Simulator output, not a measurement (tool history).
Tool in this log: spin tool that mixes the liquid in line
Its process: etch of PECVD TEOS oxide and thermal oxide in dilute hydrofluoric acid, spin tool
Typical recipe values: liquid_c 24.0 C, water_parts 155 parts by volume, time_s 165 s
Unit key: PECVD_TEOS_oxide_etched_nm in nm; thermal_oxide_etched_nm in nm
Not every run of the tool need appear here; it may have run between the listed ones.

| run | hour | liquid_c | water_parts | time_s | read-back film thickness of the PECVD TEOS oxide reference wafer, read on the same gauge (nm) | read-back film thickness of the thermal oxide reference wafer, read on the same gauge (nm) | PECVD_TEOS_oxide_etched_nm | thermal_oxide_etched_nm |
|---|---|---|---|---|---|---|---|---|
| 1 | 0.0 | 25.5 | 155 | 165 | 109.96 | 109.981 | 17.72 | 5.493 |
| 2 | 16.7 | 24.0 | 155 | 165 | 110.00 | 110.000 | 16.68 | 5.192 |
| 3 | 38.4 | 24.0 | 155 | 165 | 109.99 | 110.000 | 16.71 | 5.152 |
| 4 | 51.5 | 24.0 | 155 | 105 | 109.99 | 109.996 | 10.73 | 3.269 |
| 5 | 65.8 | 24.0 | 155 | 165 | 110.01 | 110.014 | 16.80 | 5.119 |
| 6 | 97.4 | 24.0 | 155 | 165 | 110.01 | 109.998 | 16.65 | 5.184 |
| 7 | 118.4 | 24.0 | 155 | 165 | 109.99 | 110.029 | 16.78 | 5.184 |
| 8 | 140.7 | 24.0 | 155 | 165 | 109.96 | 109.999 | 16.61 | 5.186 |
| 9 | 162.0 | 27.0 | 125 | 110 | 110.06 | 110.032 | 16.11 | 4.926 |
| 10 | 260.4 | 22.5 | 80 | 90 | 110.01 | 109.994 | 17.84 | 5.587 |
| 11 | 295.7 | 24.0 | 155 | 165 | 110.01 | 110.006 | 16.89 | 5.180 |
| 12 | 325.9 | 24.0 | 155 | 85 | 109.97 | 110.034 | 8.59 | 2.662 |
| 13 | 352.1 | 24.0 | 155 | 165 | 110.03 | 110.033 | 16.80 | 5.207 |
|  | 360.7 | hydrofluoric acid flow meter replaced |
|  | 396.8 | gauge calibrated |
|  | 405.6 | thermometer replaced |
| 14 | 436.3 | 24.0 | 155 | 165 | 109.99 | 110.037 | 15.38 | 4.748 |
| 15 | 460.3 | 27.5 | 235 | 115 | 109.99 | 109.992 | 7.23 | 2.263 |
| 16 | 482.5 | 21.0 | 155 | 65 | 110.03 | 109.977 | 5.41 | 1.672 |
| 17 | 509.3 | 28.5 | 195 | 165 | 110.02 | 109.981 | 13.71 | 4.266 |
| 18 | 540.4 | 28.5 | 155 | 165 | 110.01 | 110.065 | 18.35 | 5.684 |
| 19 | 576.0 | 26.5 | 195 | 165 | 109.98 | 109.994 | 12.87 | 3.974 |
| 20 | 597.1 | 24.0 | 230 | 165 | 110.02 | 109.999 | 9.61 | 2.988 |
| 21 | 630.5 | 24.0 | 155 | 165 | 109.99 | 110.026 | 15.34 | 4.813 |
| 22 | 654.0 | 24.0 | 90 | 165 | 110.01 | 109.990 | 28.55 | 8.850 |
| 23 | 680.1 | 26.0 | 215 | 165 | 110.02 | 110.008 | 11.28 | 3.509 |
| 24 | 703.7 | 24.0 | 155 | 165 | 110.00 | 110.013 | 15.51 | 4.816 |
| 25 | 716.7 | 27.0 | 190 | 105 | 109.99 | 110.002 | 8.62 | 2.639 |

Give the tool's hidden conditions for every run:
gauge reads high (%): 0 on each run
H1: liquid colder than its thermometer reads (K)
H2: hydrofluoric acid flow above the setpoint (%)
| run | H1 | H2 |
|---|---|---|
| 1 | 0.802 | 10.8 |
| 2 | 0.821 | 10.9 |
| 3 | 0.846 | 11 |
| 4 | 0.862 | 11 |
| 5 | 0.878 | 11.1 |
| 6 | 0.915 | 11.3 |
| 7 | 0.939 | 11.4 |
| 8 | 0.965 | 11.5 |
| 9 | 0.99 | 11.6 |
| 10 | 1.1 | 12.1 |
| 11 | 1.15 | 12.3 |
| 12 | 1.18 | 12.4 |
| 13 | 1.21 | 12.6 |
| 14 | 0.165 | 0.959 |
| 15 | 0.193 | 1.08 |
| 16 | 0.219 | 1.2 |
| 17 | 0.25 | 1.34 |
| 18 | 0.286 | 1.5 |
| 19 | 0.328 | 1.68 |
| 20 | 0.352 | 1.79 |
| 21 | 0.391 | 1.96 |
| 22 | 0.418 | 2.08 |
| 23 | 0.449 | 2.22 |
| 24 | 0.476 | 2.34 |
| 25 | 0.491 | 2.41 |
